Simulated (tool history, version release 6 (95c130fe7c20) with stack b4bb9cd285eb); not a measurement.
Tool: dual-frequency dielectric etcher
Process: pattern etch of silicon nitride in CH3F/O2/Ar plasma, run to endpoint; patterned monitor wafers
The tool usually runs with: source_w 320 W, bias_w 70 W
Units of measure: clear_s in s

run   hour  source_w  bias_w  wafers since the last listed run  hours since the last wet clean  hours since the last source power generator calibration  hours since the last bias power generator calibration  hours since the last upper electrode change  incoming incoming film thickness, nm  clear_s
  1    0.0       350      70                                 0                           241.2                                                   3401.9                                                 3227.4                                       3287.0                                 32.36     53.2
  2   23.7       320      81                               278                           264.9                                                   3425.6                                                 3251.1                                       3310.7                                 32.57     51.8
  3   36.0       320      81                               144                           277.2                                                   3437.9                                                 3263.4                                       3323.0                                 32.43     51.1
  4   54.4       320      81                               216                           295.6                                                   3456.3                                                 3281.8                                       3341.4                                 32.89     52.3
  5   88.0       320      70                               395                           329.2                                                   3489.9                                                 3315.4                                       3375.0                                 32.58     54.8
  6  111.3       320      70                               274                           352.5                                                   3513.2                                                 3338.7                                       3398.3                                 32.37     54.9
  7  141.6       320      70                               356                           382.8                                                   3543.5                                                 3369.0                                       3428.6                                 32.44     55.3
  8  163.6       320      84                               258                           404.8                                                   3565.5                                                 3391.0                                       3450.6                                 32.77     51.4
     193.5  -- bias power generator calibrated
  9  194.0       320      84                               310                           435.2                                                   3595.9                                                    0.5                                       3481.0                                 32.46     50.3
 10  221.8       320      84                               327                           463.0                                                   3623.7                                                   28.3                                       3508.8                                 32.19     49.9
 11  234.0       320      70                               143                           475.2                                                   3635.9                                                   40.5                                       3521.0                                 32.71     54.7
 12  251.5       320      70                               205                           492.7                                                   3653.4                                                   58.0                                       3538.5                                 32.15     54.4
 13  264.3       320      70                               150                           505.5                                                   3666.2                                                   70.8                                       3551.3                                 32.72     54.7
     297.2  -- wet clean of the chamber
 14  297.7       320      70                               110                             0.5                                                   3699.6                                                  104.2                                       3584.7                                 32.40     54.6
 15  312.7       320      61                               176                            15.5                                                   3714.6                                                  119.2                                       3599.7                                 32.57     58.9
 16  337.1       350      86                               287                            39.9                                                   3739.0                                                  143.6                                       3624.1                                 32.42     48.7
     374.1  -- upper electrode replaced
 17  374.6       320      70                               158                            77.4                                                   3776.5                                                  181.1                                          0.5                                 32.62     55.1
     379.6  -- source power generator calibrated
 18  384.8       320      85                                72                            87.6                                                      5.2                                                  191.3                                         10.7                                 32.99     51.2
 19  405.1       320      88                               238                           107.9                                                     25.5                                                  211.6                                         31.0                                 32.70     49.4
 20  421.2       320      70                               189                           124.0                                                     41.6                                                  227.7                                         47.1                                 32.66     55.3
 21  445.6       340      55                               287                           148.4                                                     66.0                                                  252.1                                         71.5                                 32.83     61.5
 22  467.5       400      78                               257                           170.3                                                     87.9                                                  274.0                                         93.4                                 32.21     48.7
 23  484.0       250      60                               194                           186.8                                                    104.4                                                  290.5                                        109.9                                 32.80     62.5
 24  514.8       320      70                               362                           217.6                                                    135.2                                                  321.3                                        140.7                                 32.73     55.4
 25  532.3       380      88                               205                           235.1                                                    152.7                                                  338.8                                        158.2                                 32.39     47.3
 26  550.9       290      65                               218                           253.7                                                    171.3                                                  357.4                                        176.8                                 32.53     58.1
 27  577.5       260      77                               312                           280.3                                                    197.9                                                  384.0                                        203.4                                 32.64     55.8
 28  592.6       380      59                               177                           295.4                                                    213.0                                                  399.1                                        218.5                                 32.69     56.2
 29  610.2       390      80                               207                           313.0                                                    230.6                                                  416.7                                        236.1                                 32.70     49.1
 30  633.6       320      60                               275                           336.4                                                    254.0                                                  440.1                                        259.5                                 32.69     59.8
 31  668.2       320      70                               407                           371.0                                                    288.6                                                  474.7                                        294.1                                 32.55     55.3
 32  687.9       270      65                               231                           390.7                                                    308.3                                                  494.4                                        313.8                                 32.77     59.5
 33  702.3       340      75                               169                           405.1                                                    322.7                                                  508.8                                        328.2                                 32.47     52.6
 34  730.6       280      77                               332                           433.4                                                    351.0                                                  537.1                                        356.5                                 32.58     54.4
 35  745.0       320      85                               169                           447.8                                                    365.4                                                  551.5                                        370.9                                 32.26     49.8

Hidden condition of the tool, last listed run before each entry between runs versus first listed run after:
Logged between run 8 and run 9: bias power generator calibrated (hour 193.5)
  both runs share identical hidden conditions
Logged between run 13 and run 14: wet clean of the chamber (hour 297.2)
  both runs share identical hidden conditions
Logged between run 16 and run 17: upper electrode replaced (hour 374.1)
  both runs share identical hidden conditions
Logged between run 17 and run 18: source power generator calibrated (hour 379.6)
  both runs share identical hidden conditions

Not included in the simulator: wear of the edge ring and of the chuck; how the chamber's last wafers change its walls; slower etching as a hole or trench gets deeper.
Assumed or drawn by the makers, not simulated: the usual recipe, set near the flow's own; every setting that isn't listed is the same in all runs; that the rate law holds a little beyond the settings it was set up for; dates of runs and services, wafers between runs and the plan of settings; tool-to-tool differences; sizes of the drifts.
